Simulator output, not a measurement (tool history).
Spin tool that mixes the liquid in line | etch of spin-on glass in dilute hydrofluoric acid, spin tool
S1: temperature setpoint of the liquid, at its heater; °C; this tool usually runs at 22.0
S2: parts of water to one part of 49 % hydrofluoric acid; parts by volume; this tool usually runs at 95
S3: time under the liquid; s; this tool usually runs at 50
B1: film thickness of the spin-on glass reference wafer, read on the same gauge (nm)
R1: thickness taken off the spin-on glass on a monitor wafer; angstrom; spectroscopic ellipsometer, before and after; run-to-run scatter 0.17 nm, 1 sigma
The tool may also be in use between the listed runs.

| run | hour | S1 | S2 | S3 | B1 | R1 |
|---|---|---|---|---|---|---|
| 1 | 0.0 | 25.5 | 95 | 50 | 149.95 | 453.2 |
| 2 | 8.8 | 22.0 | 95 | 50 | 149.95 | 398.5 |
| 3 | 23.1 | 22.0 | 95 | 50 | 150.04 | 400.7 |
| 4 | 36.1 | 22.0 | 95 | 50 | 150.03 | 401.8 |
| 5 | 46.6 | 22.0 | 95 | 25 | 149.98 | 200.7 |
| 6 | 56.4 | 22.0 | 95 | 50 | 150.06 | 401.8 |
| 7 | 70.3 | 22.0 | 95 | 60 | 149.98 | 488.4 |
| 8 | 80.9 | 23.5 | 95 | 50 | 150.02 | 427.4 |
| 9 | 87.2 | 23.5 | 95 | 50 | 150.02 | 428.7 |
| 10 | 104.7 | 23.5 | 95 | 50 | 150.01 | 431.3 |
| 11 | 113.7 | 22.0 | 95 | 70 | 150.02 | 570.5 |
| 12 | 125.7 | 22.0 | 125 | 50 | 149.96 | 300.0 |
|  | 159.5 | gauge calibrated |
| 13 | 164.9 | 22.0 | 95 | 50 | 150.01 | 410.5 |
| 14 | 213.2 | 25.5 | 55 | 80 | 149.99 | 1394.3 |
| 15 | 225.6 | 22.0 | 50 | 30 | 150.01 | 503.3 |
|  | 237.4 | hydrofluoric acid flow meter replaced |
| 16 | 238.5 | 22.0 | 95 | 20 | 149.99 | 149.0 |
|  | 240.1 | thermometer replaced |
| 17 | 250.4 | 22.0 | 95 | 50 | 149.95 | 335.9 |
| 18 | 265.4 | 22.0 | 135 | 60 | 149.96 | 273.8 |

Run 19, settings as shown, results not yet in. Your forecast:
| 19 | 276.8 | 24.0 | 95 | 50 | ? | ? |

{"run 19": {"B1": 149.98, "R1": 369.8}}
Minus the tool's unlogged condition, the same run would have read R1 358.9 angstrom.
